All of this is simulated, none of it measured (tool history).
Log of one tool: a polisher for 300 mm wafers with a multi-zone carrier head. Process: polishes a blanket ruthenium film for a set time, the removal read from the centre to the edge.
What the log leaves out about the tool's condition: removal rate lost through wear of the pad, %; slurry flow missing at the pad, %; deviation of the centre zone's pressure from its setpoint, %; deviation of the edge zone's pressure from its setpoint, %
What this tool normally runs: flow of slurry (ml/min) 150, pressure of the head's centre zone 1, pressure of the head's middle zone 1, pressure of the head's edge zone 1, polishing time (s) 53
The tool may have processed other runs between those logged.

run	day	flow of slurry (ml/min)	pressure of the head's centre zone	pressure of the head's middle zone	pressure of the head's edge zone	polishing time (s)	wafers since the last listed run	wafers polished on this pad	hours since the slurry nozzle was cleaned	hours since the centre zone pressure was calibrated	hours since the edge zone pressure was calibrated	hours since the carrier head's membrane was replaced	incoming thickness of the incoming film, nm	film removed at the wafer's centre (Å)	film removed at mid-radius (Å)	film removed at the wafer's edge (Å)
1	0	150	1.03	1	1	53	0	1166	158.4	493.4	910.3	1221.1	499.3	785	732	760
# day 1.821: worn pad replaced by a new one
2	2.896	150	1.03	1	1	53	1011	398	227.9	562.9	979.8	1290.6	509.6	852	772	808
3	5.025	150	1.03	1	1	53	789	1187	279	614	1030.9	1341.7	499.7	791	720	759
# day 5.558: slurry nozzle cleaned
# day 6.362: worn pad replaced by a new one
4	6.383	150	0.97	1	1	46	426	7	19.8	646.6	1063.5	1374.3	506.4	706	679	705
5	8.492	150	0.97	1	1	46	781	788	70.4	697.2	1114.1	1424.9	509.9	637	645	669
# day 9.675: carrier head's membrane replaced by a new one
6	9.696	150	0.97	1	1	46	369	1157	99.3	726.1	1143	0.5	507.5	621	624	659
# day 11.354: worn pad replaced by a new one
7	12.075	150	1	1	1	53	819	267	156.4	783.2	1200.1	57.6	509.3	805	775	811
# day 12.3: centre zone pressure recalibrated
# day 12.875: edge zone pressure recalibrated
8	13.767	150	1	1.06	1.09	53	565	833	197	35.2	21.4	98.2	509.3	764	768	801
9	15.792	150	0.89	1	1	53	750	1583	245.6	83.8	70	146.8	511.3	639	684	724
# day 16.179: worn pad replaced by a new one
10	16.862	115	1.04	1	1.1	64	335	253	271.3	109.5	95.7	172.5	509.5	952	878	967
# day 17.021: slurry nozzle cleaned
11	18.971	150	1	1	1	53	765	1019	46.8	160.1	146.3	223.1	506.4	767	735	756
12	20.488	120	1.04	1	1	59	562	1581	83.2	196.5	182.7	259.5	515.6	805	740	792
# day 21.496: worn pad replaced by a new one
13	22.212	150	1	1	1	53	577	265	124.6	237.9	224.1	300.9	510	790	778	810
14	23.908	150	0.93	1	0.96	38	628	893	165.3	278.6	264.8	341.6	520	510	536	550

4 ways to go on from here, each from the tool as it stands after run 14. What would each give?
A	23.925	150	1	1	1	53	6	899	165.7	279	265.2	342	508.8	?	?	?
B	23.925	150	0.92	0.97	0.9	48	6	899	165.7	279	265.2	342	508.8	?	?	?
C	23.925	150	1.07	1	0.92	53	6	899	165.7	279	265.2	342	508.8	?	?	?
D	23.925	180	1	1	1	47	6	899	165.7	279	265.2	342	508.8	?	?	?

run	film removed at the wafer's centre (Å)	film removed at mid-radius (Å)	film removed at the wafer's edge (Å)
A	781	742	775
B	650	656	675
C	836	742	751
D	720	681	705
With the hidden condition removed and each run's random variation left untouched, the same runs would have given:
run	film removed at the wafer's centre (Å)	film removed at mid-radius (Å)	film removed at the wafer's edge (Å)
A	847	805	840
B	705	711	732
C	907	805	814
D	781	739	764

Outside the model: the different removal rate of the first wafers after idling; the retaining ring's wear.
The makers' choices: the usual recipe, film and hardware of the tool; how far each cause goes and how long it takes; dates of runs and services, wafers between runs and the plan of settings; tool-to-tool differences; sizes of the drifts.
